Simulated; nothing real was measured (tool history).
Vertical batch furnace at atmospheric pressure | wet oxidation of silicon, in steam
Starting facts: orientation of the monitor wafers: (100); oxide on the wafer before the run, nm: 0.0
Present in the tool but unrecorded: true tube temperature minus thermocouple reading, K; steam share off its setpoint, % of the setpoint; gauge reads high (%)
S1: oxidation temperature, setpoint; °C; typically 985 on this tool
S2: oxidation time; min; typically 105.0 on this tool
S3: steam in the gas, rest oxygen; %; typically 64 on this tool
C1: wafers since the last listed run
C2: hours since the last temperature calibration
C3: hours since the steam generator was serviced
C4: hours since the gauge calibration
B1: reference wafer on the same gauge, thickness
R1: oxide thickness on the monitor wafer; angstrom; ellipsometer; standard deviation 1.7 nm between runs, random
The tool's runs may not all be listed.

| run | hour | S1 | S2 | S3 | C1 | C2 | C3 | C4 | B1 | R1 |
|---|---|---|---|---|---|---|---|---|---|---|
| 1 | 0.0 | 985 | 105.0 | 64 | 0 | 2111.5 | 1573.7 | 433.8 | 384.81 | 4096.0 |
| 2 | 19.8 | 985 | 105.0 | 64 | 214 | 2131.3 | 1593.5 | 453.6 | 384.99 | 4092.8 |
| 3 | 32.5 | 985 | 105.0 | 64 | 137 | 2144.0 | 1606.2 | 466.3 | 385.24 | 4063.7 |
| 4 | 42.0 | 985 | 105.0 | 64 | 103 | 2153.5 | 1615.7 | 475.8 | 385.24 | 4092.4 |
|  | 49.6 | gauge calibrated |
| 5 | 61.4 | 985 | 105.0 | 64 | 210 | 2172.9 | 1635.1 | 11.8 | 385.04 | 4084.9 |
| 6 | 83.4 | 985 | 105.0 | 64 | 238 | 2194.9 | 1657.1 | 33.8 | 384.68 | 4064.7 |
| 7 | 97.6 | 1004 | 105.0 | 64 | 154 | 2209.1 | 1671.3 | 48.0 | 385.02 | 4704.8 |
| 8 | 111.1 | 1004 | 105.0 | 64 | 146 | 2222.6 | 1684.8 | 61.5 | 384.74 | 4672.0 |
| 9 | 124.2 | 1004 | 105.0 | 64 | 142 | 2235.7 | 1697.9 | 74.6 | 384.62 | 4668.2 |
| 10 | 143.1 | 985 | 105.0 | 64 | 205 | 2254.6 | 1716.8 | 93.5 | 385.50 | 4071.5 |
| 11 | 157.7 | 985 | 105.0 | 64 | 158 | 2269.2 | 1731.4 | 108.1 | 385.24 | 4063.3 |
| 12 | 175.5 | 985 | 105.0 | 64 | 193 | 2287.0 | 1749.2 | 125.9 | 385.18 | 4056.7 |
| 13 | 190.7 | 985 | 105.0 | 64 | 164 | 2302.2 | 1764.4 | 141.1 | 384.92 | 4056.1 |
| 14 | 214.6 | 985 | 105.0 | 64 | 259 | 2326.1 | 1788.3 | 165.0 | 385.14 | 4041.9 |
| 15 | 240.6 | 985 | 105.0 | 64 | 282 | 2352.1 | 1814.3 | 191.0 | 384.85 | 4045.5 |
| 16 | 263.2 | 985 | 105.0 | 64 | 245 | 2374.7 | 1836.9 | 213.6 | 385.23 | 4037.2 |
|  | 287.9 | steam generator serviced |
| 17 | 288.4 | 985 | 105.0 | 64 | 13 | 2399.9 | 0.5 | 238.8 | 384.58 | 4256.5 |
| 18 | 303.1 | 985 | 105.0 | 64 | 159 | 2414.6 | 15.2 | 253.5 | 385.04 | 4267.8 |
| 19 | 318.0 | 985 | 105.0 | 64 | 161 | 2429.5 | 30.1 | 268.4 | 384.73 | 4273.0 |
| 20 | 335.3 | 966 | 54.0 | 56 | 187 | 2446.8 | 47.4 | 285.7 | 384.81 | 1945.8 |
| 21 | 354.9 | 966 | 90.5 | 56 | 212 | 2466.4 | 67.0 | 305.3 | 384.99 | 2927.9 |
| 22 | 366.5 | 998 | 105.0 | 72 | 125 | 2478.0 | 78.6 | 316.9 | 385.10 | 5071.1 |
| 23 | 384.1 | 985 | 83.5 | 64 | 190 | 2495.6 | 96.2 | 334.5 | 385.05 | 3594.3 |
| 24 | 405.9 | 999 | 69.5 | 76 | 236 | 2517.4 | 118.0 | 356.3 | 385.35 | 4026.0 |
|  | 433.0 | thermocouples replaced and temperature profile calibrated |
| 25 | 433.5 | 961 | 145.5 | 73 | 39 | 0.5 | 145.6 | 383.9 | 384.85 | 4820.0 |
| 26 | 439.8 | 985 | 84.5 | 69 | 68 | 6.8 | 151.9 | 390.2 | 385.15 | 3811.8 |
| 27 | 460.3 | 972 | 81.0 | 73 | 222 | 27.3 | 172.4 | 410.7 | 385.20 | 3477.5 |
| 28 | 477.9 | 973 | 64.0 | 57 | 190 | 44.9 | 190.0 | 428.3 | 384.96 | 2433.4 |
|  | 487.7 | gauge calibrated |
| 29 | 488.9 | 962 | 131.0 | 64 | 119 | 55.9 | 201.0 | 1.2 | 384.68 | 4089.9 |
| 30 | 514.9 | 964 | 138.5 | 64 | 282 | 81.9 | 227.0 | 27.2 | 385.15 | 4359.6 |
| 31 | 534.7 | 985 | 78.0 | 64 | 214 | 101.7 | 246.8 | 47.0 | 384.66 | 3413.5 |
| 32 | 550.9 | 996 | 105.0 | 64 | 175 | 117.9 | 263.0 | 63.2 | 385.12 | 4592.7 |
| 33 | 596.1 | 972 | 81.0 | 73 | 490 | 163.1 | 308.2 | 108.4 | 385.65 | 3455.8 |
| 34 | 622.0 | 985 | 105.0 | 64 | 281 | 189.0 | 334.1 | 134.3 | 385.13 | 4218.5 |
| 35 | 647.3 | 985 | 105.0 | 64 | 274 | 214.3 | 359.4 | 159.6 | 385.32 | 4219.1 |

Below are 5 alternative next runs, each starting from the tool's condition after run 35. Predict each:
| A | 653.6 | 985 | 105.0 | 64 | 68 | 220.6 | 365.7 | 165.9 | ? | ? |
| B | 653.6 | 1002 | 53.5 | 74 | 68 | 220.6 | 365.7 | 165.9 | ? | ? |
| C | 653.6 | 1010 | 105.0 | 74 | 68 | 220.6 | 365.7 | 165.9 | ? | ? |
| D | 653.6 | 971 | 130.5 | 72 | 68 | 220.6 | 365.7 | 165.9 | ? | ? |
| E | 653.6 | 975 | 105.0 | 57 | 68 | 220.6 | 365.7 | 165.9 | ? | ? |

| run | B1 | R1 |
|---|---|---|
| A | 385.06 | 4208.2 |
| B | 385.06 | 3305.3 |
| C | 385.06 | 5524.8 |
| D | 385.06 | 4778.6 |
| E | 385.06 | 3570.5 |
With the hidden condition removed and each run's random variation left untouched, the same runs would have given:
| run | R1 |
|---|---|
| A | 4283.4 |
| B | 3365.2 |
| C | 5615.5 |
| D | 4864.0 |
| E | 3637.2 |

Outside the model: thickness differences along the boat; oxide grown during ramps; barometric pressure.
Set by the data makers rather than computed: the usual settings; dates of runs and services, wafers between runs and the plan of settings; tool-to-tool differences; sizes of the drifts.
